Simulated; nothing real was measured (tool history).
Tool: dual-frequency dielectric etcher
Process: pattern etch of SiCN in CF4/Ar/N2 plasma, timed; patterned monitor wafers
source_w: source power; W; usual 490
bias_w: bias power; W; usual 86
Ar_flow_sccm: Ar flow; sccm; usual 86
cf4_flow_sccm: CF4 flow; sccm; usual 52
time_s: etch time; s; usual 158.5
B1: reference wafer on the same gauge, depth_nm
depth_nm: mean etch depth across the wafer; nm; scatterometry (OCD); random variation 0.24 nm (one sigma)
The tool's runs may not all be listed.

run 1 hour=0 | source_w=490 bias_w=86 Ar_flow_sccm=86 cf4_flow_sccm=52 time_s=158.5 | B1=168 | depth_nm=156
run 2 hour=15.4 | source_w=490 bias_w=86 Ar_flow_sccm=86 cf4_flow_sccm=52 time_s=158.5 | B1=168 | depth_nm=156
run 3 hour=22.6 | source_w=490 bias_w=80 Ar_flow_sccm=86 cf4_flow_sccm=52 time_s=158.5 | B1=168.1 | depth_nm=153
run 4 hour=30.4 | source_w=490 bias_w=86 Ar_flow_sccm=86 cf4_flow_sccm=52 time_s=158.5 | B1=168 | depth_nm=155.8
run 5 hour=42.2 | source_w=490 bias_w=86 Ar_flow_sccm=86 cf4_flow_sccm=52 time_s=158.5 | B1=168.1 | depth_nm=155.8
run 6 hour=51.3 | source_w=520 bias_w=86 Ar_flow_sccm=86 cf4_flow_sccm=52 time_s=158.5 | B1=168 | depth_nm=161.5
run 7 hour=62.3 | source_w=520 bias_w=86 Ar_flow_sccm=86 cf4_flow_sccm=52 time_s=158.5 | B1=168.1 | depth_nm=160.7
run 8 hour=75.6 | source_w=520 bias_w=86 Ar_flow_sccm=86 cf4_flow_sccm=52 time_s=158.5 | B1=168 | depth_nm=160.7
-- hour=88.6 source power generator calibrated
run 9 hour=103.7 | source_w=490 bias_w=77 Ar_flow_sccm=86 cf4_flow_sccm=52 time_s=158.5 | B1=168 | depth_nm=150.8
-- hour=116.7 bias power generator calibrated
-- hour=119.8 Ar flow controller replaced
run 10 hour=121.6 | source_w=490 bias_w=77 Ar_flow_sccm=86 cf4_flow_sccm=52 time_s=158.5 | B1=168 | depth_nm=150.3
-- hour=159.4 wet clean of the chamber
run 11 hour=159.9 | source_w=490 bias_w=77 Ar_flow_sccm=86 cf4_flow_sccm=52 time_s=158.5 | B1=168.1 | depth_nm=154.5
run 12 hour=166 | source_w=490 bias_w=86 Ar_flow_sccm=86 cf4_flow_sccm=52 time_s=178.5 | B1=168 | depth_nm=179.2
run 13 hour=176.6 | source_w=550 bias_w=86 Ar_flow_sccm=94 cf4_flow_sccm=56 time_s=113 | B1=168 | depth_nm=121.6
-- hour=191 CF4 flow controller replaced
run 14 hour=193.1 | source_w=490 bias_w=86 Ar_flow_sccm=86 cf4_flow_sccm=52 time_s=158.5 | B1=168 | depth_nm=158.7
-- hour=214.1 gauge calibrated
-- hour=218.9 upper electrode replaced
run 15 hour=219.4 | source_w=490 bias_w=105 Ar_flow_sccm=86 cf4_flow_sccm=52 time_s=158.5 | B1=167.8 | depth_nm=168.9
run 16 hour=219.8 | source_w=490 bias_w=86 Ar_flow_sccm=86 cf4_flow_sccm=52 time_s=158.5 | B1=168 | depth_nm=159.1
run 17 hour=223 | source_w=490 bias_w=92 Ar_flow_sccm=97 cf4_flow_sccm=63 time_s=158.5 | B1=168.1 | depth_nm=165.6
run 18 hour=235 | source_w=490 bias_w=92 Ar_flow_sccm=103 cf4_flow_sccm=52 time_s=133.5 | B1=168.1 | depth_nm=132.6
run 19 hour=243.9 | source_w=410 bias_w=86 Ar_flow_sccm=77 cf4_flow_sccm=52 time_s=126.5 | B1=167.9 | depth_nm=116.6
run 20 hour=255.7 | source_w=490 bias_w=97 Ar_flow_sccm=86 cf4_flow_sccm=40 time_s=158.5 | B1=168.1 | depth_nm=153.1
run 21 hour=263.6 | source_w=570 bias_w=86 Ar_flow_sccm=78 cf4_flow_sccm=52 time_s=133 | B1=167.9 | depth_nm=147
run 22 hour=276 | source_w=380 bias_w=86 Ar_flow_sccm=86 cf4_flow_sccm=52 time_s=158.5 | B1=167.9 | depth_nm=138.1

The tool's hidden state at each run:
source power that arrives over what is set, %: 0 in every run
bias power that arrives over what is set, %: 0 in every run
Ar flow that arrives over what is set, %: 0 in every run
CF4 flow that arrives over what is set, %: 0 in every run
gauge reads high (%): 0 in every run
H1: etch rate over this chamber's usual, %
run=1 H1=-1.83
run=2 H1=-1.91
run=3 H1=-1.94
run=4 H1=-1.99
run=5 H1=-2.05
run=6 H1=-2.1
run=7 H1=-2.15
run=8 H1=-2.22
run=9 H1=-2.37
run=10 H1=-2.47
run=11 H1=0.219
run=12 H1=0.186
run=13 H1=0.131
run=14 H1=0.0437
run=15 H1=-0.0949
run=16 H1=-0.097
run=17 H1=-0.114
run=18 H1=-0.177
run=19 H1=-0.224
run=20 H1=-0.286
run=21 H1=-0.328
run=22 H1=-0.393

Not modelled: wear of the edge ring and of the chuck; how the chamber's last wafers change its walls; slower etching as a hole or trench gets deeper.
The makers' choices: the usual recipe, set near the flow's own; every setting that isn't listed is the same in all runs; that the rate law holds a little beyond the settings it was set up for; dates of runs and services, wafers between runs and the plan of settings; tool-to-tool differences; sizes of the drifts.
